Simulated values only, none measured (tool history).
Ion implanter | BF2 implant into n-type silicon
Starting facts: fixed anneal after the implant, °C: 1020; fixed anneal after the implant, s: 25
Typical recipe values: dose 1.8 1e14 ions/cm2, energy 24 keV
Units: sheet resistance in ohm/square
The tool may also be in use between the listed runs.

run	hour	dose	energy	read-back reference wafer on the same gauge, sheet resistance	sheet resistance
1	0	1.93	24	613.87	534.96
2	6.7	1.93	24	614	534.51
3	16	1.8	24	614.12	567.43
4	28.9	1.8	24	614.05	566.62
5	38.8	1.8	24	614.44	568.53
6	48.6	1.8	24	614.08	567.47
7	64.6	1.8	24	614.43	568.36
8	82.5	1.8	24	613.72	568.46
9	94.1	1.8	24	614.47	568.66
10	103.3	1.8	24	613.84	569.67
# hour 130.3: extraction supply calibrated
# hour 132: gauge calibrated
11	151.4	1.8	24	614.35	567.96
12	168.6	1.53	20	613.46	669.27
# hour 180.3: Faraday cup replaced and dose calibrated
13	180.8	1.56	20.5	614.34	626.47
14	186.7	1.41	24	614.02	671.26
15	198.8	2.02	29.5	614.12	484.31
16	207.2	2.26	21.5	614.32	454.88
17	223.3	2.15	31.5	614.37	457.06
18	232.5	1.4	21	614.06	687.23
19	249	1.8	26.5	614.1	541.71
20	257.1	1.28	28	614.06	714.24
21	274.4	1.8	24	613.94	548.02

Predict each of these 5 candidate next runs independently; none follows another, all start after run 21:
A	274.8	1.26	24	?	?
B	274.8	2.22	29.5	?	?
C	274.8	2.08	16	?	?
D	274.8	1.95	26.5	?	?
E	274.8	2.14	31.5	?	?

run	read-back reference wafer on the same gauge, sheet resistance	sheet resistance
A	614.03	738.91
B	614.03	449.9
C	614.03	504.26
D	614.03	506.89
E	614.03	460.84
Had the tool no hidden state, the same runs would have come out as:
run	sheet resistance
A	734.53
B	447.22
C	501.16
D	503.86
E	458.12
